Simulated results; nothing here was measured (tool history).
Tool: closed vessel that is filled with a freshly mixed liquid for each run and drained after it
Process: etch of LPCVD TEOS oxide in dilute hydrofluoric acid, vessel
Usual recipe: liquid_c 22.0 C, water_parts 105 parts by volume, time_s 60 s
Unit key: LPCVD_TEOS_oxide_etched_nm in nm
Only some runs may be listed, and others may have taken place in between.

| run | hour | liquid_c | water_parts | time_s | read-back film thickness of the LPCVD TEOS oxide reference wafer, read on the same gauge (nm) | LPCVD_TEOS_oxide_etched_nm |
|---|---|---|---|---|---|---|
| 1 | 0.0 | 22.0 | 105 | 60 | 140.00 | 26.81 |
| 2 | 60.8 | 22.0 | 105 | 60 | 139.99 | 26.71 |
| 3 | 108.5 | 22.0 | 105 | 60 | 140.01 | 26.68 |
| 4 | 146.3 | 22.0 | 105 | 60 | 140.07 | 26.40 |
| 5 | 217.5 | 22.0 | 105 | 60 | 139.99 | 26.44 |
| 6 | 274.3 | 22.0 | 105 | 60 | 140.06 | 26.20 |
| 7 | 310.5 | 22.0 | 105 | 60 | 140.02 | 26.25 |
| 8 | 360.0 | 22.0 | 145 | 60 | 139.98 | 18.01 |
| 9 | 385.8 | 22.0 | 145 | 60 | 139.99 | 18.03 |
| 10 | 424.5 | 22.0 | 145 | 60 | 139.94 | 18.09 |
| 11 | 471.1 | 22.0 | 105 | 60 | 139.96 | 25.83 |
| 12 | 517.6 | 22.0 | 105 | 60 | 139.99 | 25.77 |
| 13 | 575.6 | 22.0 | 105 | 60 | 140.02 | 25.66 |
|  | 624.9 | thermometer replaced |
| 14 | 633.9 | 23.5 | 105 | 60 | 140.02 | 28.18 |
| 15 | 661.0 | 23.5 | 105 | 60 | 140.02 | 27.95 |
|  | 665.1 | hydrofluoric acid flow meter replaced |
| 16 | 690.0 | 23.5 | 105 | 60 | 139.98 | 30.24 |
| 17 | 716.3 | 22.0 | 135 | 85 | 140.05 | 30.65 |
| 18 | 772.3 | 22.0 | 85 | 50 | 140.01 | 29.93 |
| 19 | 835.2 | 25.5 | 85 | 70 | 140.00 | 48.17 |
| 20 | 906.5 | 22.0 | 105 | 60 | 139.96 | 28.09 |
| 21 | 949.7 | 17.5 | 55 | 60 | 139.99 | 46.47 |
| 22 | 975.5 | 26.5 | 105 | 45 | 139.99 | 25.34 |
| 23 | 1061.7 | 17.5 | 105 | 85 | 140.06 | 32.84 |
| 24 | 1122.4 | 19.0 | 140 | 70 | 140.00 | 20.65 |
| 25 | 1233.3 | 18.0 | 125 | 50 | 139.97 | 16.07 |
|  | 1235.0 | gauge calibrated |
| 26 | 1277.4 | 22.0 | 105 | 45 | 139.99 | 20.51 |
| 27 | 1344.8 | 22.0 | 105 | 60 | 140.02 | 27.19 |
|  | 1396.1 | thermometer replaced |
| 28 | 1411.1 | 19.5 | 75 | 60 | 140.03 | 36.60 |
| 29 | 1465.9 | 23.5 | 85 | 45 | 140.03 | 28.01 |
| 30 | 1520.3 | 22.0 | 105 | 60 | 140.04 | 28.16 |
| 31 | 1576.7 | 22.0 | 85 | 60 | 140.02 | 34.76 |
| 32 | 1602.2 | 17.5 | 125 | 60 | 139.98 | 18.86 |

List, for all runs, the conditions of the tool that the log does not record:
gauge reads high (%): 0 at every run
H1: liquid colder than its thermometer reads (K)
H2: hydrofluoric acid flow below the setpoint (%)
| run | H1 | H2 |
|---|---|---|
| 1 | 0.349 | 4.96 |
| 2 | 0.411 | 5.12 |
| 3 | 0.459 | 5.25 |
| 4 | 0.497 | 5.35 |
| 5 | 0.569 | 5.54 |
| 6 | 0.627 | 5.69 |
| 7 | 0.663 | 5.79 |
| 8 | 0.713 | 5.92 |
| 9 | 0.74 | 5.99 |
| 10 | 0.779 | 6.09 |
| 11 | 0.826 | 6.22 |
| 12 | 0.873 | 6.34 |
| 13 | 0.932 | 6.49 |
| 14 | 0.0274 | 6.65 |
| 15 | 0.0548 | 6.72 |
| 16 | 0.0841 | 0.086 |
| 17 | 0.111 | 0.156 |
| 18 | 0.167 | 0.305 |
| 19 | 0.231 | 0.473 |
| 20 | 0.303 | 0.663 |
| 21 | 0.347 | 0.778 |
| 22 | 0.373 | 0.847 |
| 23 | 0.46 | 1.08 |
| 24 | 0.522 | 1.24 |
| 25 | 0.634 | 1.53 |
| 26 | 0.678 | 1.65 |
| 27 | 0.747 | 1.83 |
| 28 | 0.0961 | 2.01 |
| 29 | 0.152 | 2.15 |
| 30 | 0.207 | 2.3 |
| 31 | 0.264 | 2.45 |
| 32 | 0.289 | 2.52 |
